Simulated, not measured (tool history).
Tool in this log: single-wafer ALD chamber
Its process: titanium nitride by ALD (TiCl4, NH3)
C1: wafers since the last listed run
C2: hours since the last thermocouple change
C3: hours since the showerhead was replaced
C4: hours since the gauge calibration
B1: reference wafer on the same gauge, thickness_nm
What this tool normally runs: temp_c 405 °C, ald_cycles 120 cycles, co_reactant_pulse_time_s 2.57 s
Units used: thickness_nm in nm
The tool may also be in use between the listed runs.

Run 1, hour 0.0: usual settings but temp_c 412 °C; C1 0; C2 197.4; C3 3566.1; C4 590.9; B1 2.409. Result: thickness_nm 2.581 nm.
Run 2, hour 61.7: usual settings but temp_c 412 °C; C1 72; C2 259.1; C3 3627.8; C4 652.6; B1 2.409. Result: thickness_nm 2.573 nm.
Run 3, hour 238.0: usual settings but temp_c 412 °C; C1 207; C2 435.4; C3 3804.1; C4 828.9; B1 2.409. Result: thickness_nm 2.580 nm.
Run 4, hour 295.3: usual settings; C1 67; C2 492.7; C3 3861.4; C4 886.2; B1 2.411. Result: thickness_nm 2.560 nm.
Run 5, hour 341.5: usual settings; C1 54; C2 538.9; C3 3907.6; C4 932.4; B1 2.409. Result: thickness_nm 2.568 nm.
Run 6, hour 405.5: usual settings; C1 75; C2 602.9; C3 3971.6; C4 996.4; B1 2.410. Result: thickness_nm 2.558 nm.
Run 7, hour 492.0: usual settings; C1 101; C2 689.4; C3 4058.1; C4 1082.9; B1 2.411. Result: thickness_nm 2.581 nm.
Run 8, hour 555.4: usual settings; C1 74; C2 752.8; C3 4121.5; C4 1146.3; B1 2.410. Result: thickness_nm 2.559 nm.
Run 9, hour 661.6: usual settings; C1 124; C2 859.0; C3 4227.7; C4 1252.5; B1 2.409. Result: thickness_nm 2.577 nm.
Run 10, hour 700.2: usual settings; C1 45; C2 897.6; C3 4266.3; C4 1291.1; B1 2.410. Result: thickness_nm 2.565 nm.
Run 11, hour 789.1: usual settings; C1 104; C2 986.5; C3 4355.2; C4 1380.0; B1 2.410. Result: thickness_nm 2.564 nm.
Run 12, hour 856.5: usual settings; C1 79; C2 1053.9; C3 4422.6; C4 1447.4; B1 2.411. Result: thickness_nm 2.555 nm.
Run 13, hour 926.6: usual settings; C1 82; C2 1124.0; C3 4492.7; C4 1517.5; B1 2.410. Result: thickness_nm 2.555 nm.
Run 14, hour 973.2: usual settings but ald_cycles 134 cycles; C1 54; C2 1170.6; C3 4539.3; C4 1564.1; B1 2.413. Result: thickness_nm 2.865 nm.
Run 15, hour 1073.8: usual settings but ald_cycles 134 cycles; C1 118; C2 1271.2; C3 4639.9; C4 1664.7; B1 2.410. Result: thickness_nm 2.868 nm.
Run 16, hour 1128.3: usual settings but ald_cycles 134 cycles; C1 64; C2 1325.7; C3 4694.4; C4 1719.2; B1 2.409. Result: thickness_nm 2.853 nm.
Run 17, hour 1220.5: usual settings; C1 108; C2 1417.9; C3 4786.6; C4 1811.4; B1 2.409. Result: thickness_nm 2.561 nm.
At hour 1282.4: thermocouple changed; heater temperature recalibrated.
Run 18, hour 1286.3: usual settings but temp_c 413 °C, ald_cycles 100 cycles, co_reactant_pulse_time_s 2.90 s; C1 68; C2 3.9; C3 4852.4; C4 1877.2; B1 2.410. Result: thickness_nm 2.148 nm.
Run 19, hour 1436.7: usual settings but temp_c 390 °C, ald_cycles 113 cycles; C1 176; C2 154.3; C3 5002.8; C4 2027.6; B1 2.411. Result: thickness_nm 2.384 nm.
At hour 1453.7: gauge calibrated.
Run 20, hour 1544.3: usual settings but co_reactant_pulse_time_s 3.59 s; C1 126; C2 261.9; C3 5110.4; C4 90.6; B1 2.413. Result: thickness_nm 2.580 nm.
At hour 1580.6: showerhead replaced.
Run 21, hour 1611.9: usual settings but temp_c 418 °C; C1 70; C2 329.5; C3 31.3; C4 158.2; B1 2.409. Result: thickness_nm 2.576 nm.
Run 22, hour 1693.1: usual settings but temp_c 392 °C, ald_cycles 97 cycles, co_reactant_pulse_time_s 1.85 s; C1 95; C2 410.7; C3 112.5; C4 239.4; B1 2.410. Result: thickness_nm 2.033 nm.
Run 23, hour 1758.7: usual settings; C1 77; C2 476.3; C3 178.1; C4 305.0; B1 2.410. Result: thickness_nm 2.571 nm.
Run 24, hour 1862.5: usual settings but temp_c 397 °C; C1 122; C2 580.1; C3 281.9; C4 408.8; B1 2.408. Result: thickness_nm 2.557 nm.
Run 25, hour 1916.5: usual settings; C1 63; C2 634.1; C3 335.9; C4 462.8; B1 2.408. Result: thickness_nm 2.563 nm.
Run 26, hour 2023.4: usual settings but temp_c 393 °C, ald_cycles 137 cycles, co_reactant_pulse_time_s 3.40 s; C1 125; C2 741.0; C3 442.8; C4 569.7; B1 2.410. Result: thickness_nm 2.930 nm.
Run 27, hour 2096.2: usual settings but temp_c 390 °C, ald_cycles 113 cycles; C1 85; C2 813.8; C3 515.6; C4 642.5; B1 2.410. Result: thickness_nm 2.388 nm.
Run 28, hour 2145.3: usual settings; C1 57; C2 862.9; C3 564.7; C4 691.6; B1 2.410. Result: thickness_nm 2.569 nm.
Run 29, hour 2208.5: usual settings but temp_c 415 °C, ald_cycles 100 cycles, co_reactant_pulse_time_s 1.70 s; C1 74; C2 926.1; C3 627.9; C4 754.8; B1 2.410. Result: thickness_nm 2.131 nm.
Run 30, hour 2250.0: usual settings but temp_c 390 °C, ald_cycles 130 cycles; C1 48; C2 967.6; C3 669.4; C4 796.3; B1 2.409. Result: thickness_nm 2.757 nm.
Run 31, hour 2331.3: usual settings but ald_cycles 114 cycles; C1 95; C2 1048.9; C3 750.7; C4 877.6; B1 2.410. Result: thickness_nm 2.435 nm.
Run 32, hour 2413.3: usual settings but ald_cycles 113 cycles; C1 96; C2 1130.9; C3 832.7; C4 959.6; B1 2.411. Result: thickness_nm 2.414 nm.
Run 33, hour 2476.9: usual settings but temp_c 398 °C, ald_cycles 135 cycles; C1 74; C2 1194.5; C3 896.3; C4 1023.2; B1 2.410. Result: thickness_nm 2.874 nm.
Run 34, hour 2569.5: usual settings but temp_c 411 °C, co_reactant_pulse_time_s 3.48 s; C1 108; C2 1287.1; C3 988.9; C4 1115.8; B1 2.411. Result: thickness_nm 2.581 nm.
At hour 2623.0: thermocouple changed; heater temperature recalibrated.
Run 35, hour 2677.3: usual settings but ald_cycles 99 cycles; C1 117; C2 54.3; C3 1096.7; C4 1223.6; B1 2.412. Result: thickness_nm 2.118 nm.

Here are 5 independent what-if runs from the current tool condition. What would each one return?
Run A, hour 2678.0: usual settings; C1 0; C2 55.0; C3 1097.4; C4 1224.3; B1 ?. Result: thickness_nm ?.
Run B, hour 2678.0: usual settings but temp_c 399 °C, co_reactant_pulse_time_s 2.07 s; C1 0; C2 55.0; C3 1097.4; C4 1224.3; B1 ?. Result: thickness_nm ?.
Run C, hour 2678.0: usual settings but temp_c 420 °C, ald_cycles 144 cycles, co_reactant_pulse_time_s 2.08 s; C1 0; C2 55.0; C3 1097.4; C4 1224.3; B1 ?. Result: thickness_nm ?.
Run D, hour 2678.0: usual settings but ald_cycles 133 cycles, co_reactant_pulse_time_s 3.40 s; C1 0; C2 55.0; C3 1097.4; C4 1224.3; B1 ?. Result: thickness_nm ?.
Run E, hour 2678.0: usual settings but ald_cycles 107 cycles, co_reactant_pulse_time_s 3.43 s; C1 0; C2 55.0; C3 1097.4; C4 1224.3; B1 ?. Result: thickness_nm ?.

run     B1  thickness_nm
  A  2.411         2.564
  B  2.411         2.542
  C  2.411         3.077
  D  2.411         2.861
  E  2.411         2.302
Without the tool's unlogged condition, the same runs would have read:
run  thickness_nm
  A         2.564
  B         2.542
  C         3.077
  D         2.861
  E         2.302
